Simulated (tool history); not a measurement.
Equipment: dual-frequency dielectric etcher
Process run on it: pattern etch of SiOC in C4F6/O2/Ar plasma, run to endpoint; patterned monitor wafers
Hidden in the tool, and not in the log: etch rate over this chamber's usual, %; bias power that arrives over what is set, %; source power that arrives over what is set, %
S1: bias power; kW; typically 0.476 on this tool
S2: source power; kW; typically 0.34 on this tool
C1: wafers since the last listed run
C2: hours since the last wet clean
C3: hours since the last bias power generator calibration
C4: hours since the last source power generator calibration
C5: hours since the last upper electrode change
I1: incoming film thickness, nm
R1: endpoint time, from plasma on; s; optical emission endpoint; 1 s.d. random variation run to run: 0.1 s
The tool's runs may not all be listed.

run 1 hour=0 | S1=0.476 S2=0.34 | C1=0 C2=299.4 C3=1897.4 C4=2931 C5=4837.8 | I1=37.82 | R1=14.1
run 2 hour=12.9 | S1=0.476 S2=0.34 | C1=221 C2=312.3 C3=1910.3 C4=2943.9 C5=4850.7 | I1=38 | R1=14.3
run 3 hour=29.3 | S1=0.476 S2=0.34 | C1=281 C2=328.7 C3=1926.7 C4=2960.3 C5=4867.1 | I1=37.94 | R1=14.1
run 4 hour=45.1 | S1=0.561 S2=0.34 | C1=270 C2=344.5 C3=1942.5 C4=2976.1 C5=4882.9 | I1=38.04 | R1=13.4
run 5 hour=60.1 | S1=0.561 S2=0.34 | C1=257 C2=359.5 C3=1957.5 C4=2991.1 C5=4897.9 | I1=37.39 | R1=13
run 6 hour=71 | S1=0.561 S2=0.34 | C1=186 C2=370.4 C3=1968.4 C4=3002 C5=4908.8 | I1=37.76 | R1=13.1
-- hour=98.3 wet clean of the chamber
run 7 hour=98.8 | S1=0.442 S2=0.34 | C1=65 C2=0.5 C3=1996.2 C4=3029.8 C5=4936.6 | I1=37.64 | R1=15.1
run 8 hour=99.1 | S1=0.442 S2=0.34 | C1=5 C2=0.8 C3=1996.5 C4=3030.1 C5=4936.9 | I1=37.7 | R1=15.2
run 9 hour=105.1 | S1=0.442 S2=0.34 | C1=102 C2=6.8 C3=2002.5 C4=3036.1 C5=4942.9 | I1=37.77 | R1=15.1
-- hour=114.6 bias power generator calibrated
run 10 hour=118.5 | S1=0.45 S2=0.34 | C1=161 C2=20.2 C3=3.9 C4=3049.5 C5=4956.3 | I1=37.94 | R1=15.1
-- hour=146 upper electrode replaced
run 11 hour=146.5 | S1=0.45 S2=0.34 | C1=68 C2=48.2 C3=31.9 C4=3077.5 C5=0.5 | I1=37.85 | R1=15.1
run 12 hour=146.8 | S1=0.45 S2=0.34 | C1=5 C2=48.5 C3=32.2 C4=3077.8 C5=0.8 | I1=37.95 | R1=15.3
run 13 hour=160.9 | S1=0.476 S2=0.38 | C1=241 C2=62.6 C3=46.3 C4=3091.9 C5=14.9 | I1=37.97 | R1=14.1
run 14 hour=175.9 | S1=0.476 S2=0.34 | C1=257 C2=77.6 C3=61.3 C4=3106.9 C5=29.9 | I1=38.03 | R1=14.8
run 15 hour=189.4 | S1=0.381 S2=0.28 | C1=231 C2=91.1 C3=74.8 C4=3120.4 C5=43.4 | I1=37.7 | R1=17.3
run 16 hour=202.3 | S1=0.542 S2=0.28 | C1=221 C2=104 C3=87.7 C4=3133.3 C5=56.3 | I1=37.54 | R1=14.8
run 17 hour=209.6 | S1=0.566 S2=0.39 | C1=125 C2=111.3 C3=95 C4=3140.6 C5=63.6 | I1=37.57 | R1=12.9
-- hour=225.6 source power generator calibrated
run 18 hour=226.1 | S1=0.561 S2=0.34 | C1=214 C2=127.8 C3=111.5 C4=0.5 C5=80.1 | I1=37.71 | R1=13.6
run 19 hour=236.9 | S1=0.476 S2=0.34 | C1=185 C2=138.6 C3=122.3 C4=11.3 C5=90.9 | I1=37.76 | R1=14.5
run 20 hour=251.3 | S1=0.374 S2=0.39 | C1=246 C2=153 C3=136.7 C4=25.7 C5=105.3 | I1=37.74 | R1=15.2
run 21 hour=260 | S1=0.508 S2=0.38 | C1=149 C2=161.7 C3=145.4 C4=34.4 C5=114 | I1=37.76 | R1=13.6
run 22 hour=267.3 | S1=0.532 S2=0.39 | C1=125 C2=169 C3=152.7 C4=41.7 C5=121.3 | I1=37.98 | R1=13.4
run 23 hour=277.6 | S1=0.476 S2=0.34 | C1=176 C2=179.3 C3=163 C4=52 C5=131.6 | I1=37.56 | R1=14.6
run 24 hour=292.2 | S1=0.587 S2=0.34 | C1=250 C2=193.9 C3=177.6 C4=66.6 C5=146.2 | I1=37.76 | R1=13.2
run 25 hour=301.4 | S1=0.362 S2=0.36 | C1=157 C2=203.1 C3=186.8 C4=75.8 C5=155.4 | I1=37.7 | R1=15.8
run 26 hour=315.8 | S1=0.476 S2=0.39 | C1=246 C2=217.5 C3=201.2 C4=90.2 C5=169.8 | I1=38.02 | R1=13.8

Alternative continuations, all from the tool just after run 26; predict every row:
run A hour=316.2 | S1=0.559 S2=0.34 | C1=6 C2=217.9 C3=201.6 C4=90.6 C5=170.2 | I1=37.82 | R1=?
run B hour=316.2 | S1=0.414 S2=0.26 | C1=6 C2=217.9 C3=201.6 C4=90.6 C5=170.2 | I1=37.82 | R1=?
run C hour=316.2 | S1=0.409 S2=0.42 | C1=6 C2=217.9 C3=201.6 C4=90.6 C5=170.2 | I1=37.82 | R1=?
run D hour=316.2 | S1=0.542 S2=0.39 | C1=6 C2=217.9 C3=201.6 C4=90.6 C5=170.2 | I1=37.82 | R1=?

run=A R1=13.5
run=B R1=16.7
run=C R1=14.2
run=D R1=13.1
With no hidden state in the tool, these same runs would have given:
run=A R1=14
run=B R1=17.3
run=C R1=14.7
run=D R1=13.5

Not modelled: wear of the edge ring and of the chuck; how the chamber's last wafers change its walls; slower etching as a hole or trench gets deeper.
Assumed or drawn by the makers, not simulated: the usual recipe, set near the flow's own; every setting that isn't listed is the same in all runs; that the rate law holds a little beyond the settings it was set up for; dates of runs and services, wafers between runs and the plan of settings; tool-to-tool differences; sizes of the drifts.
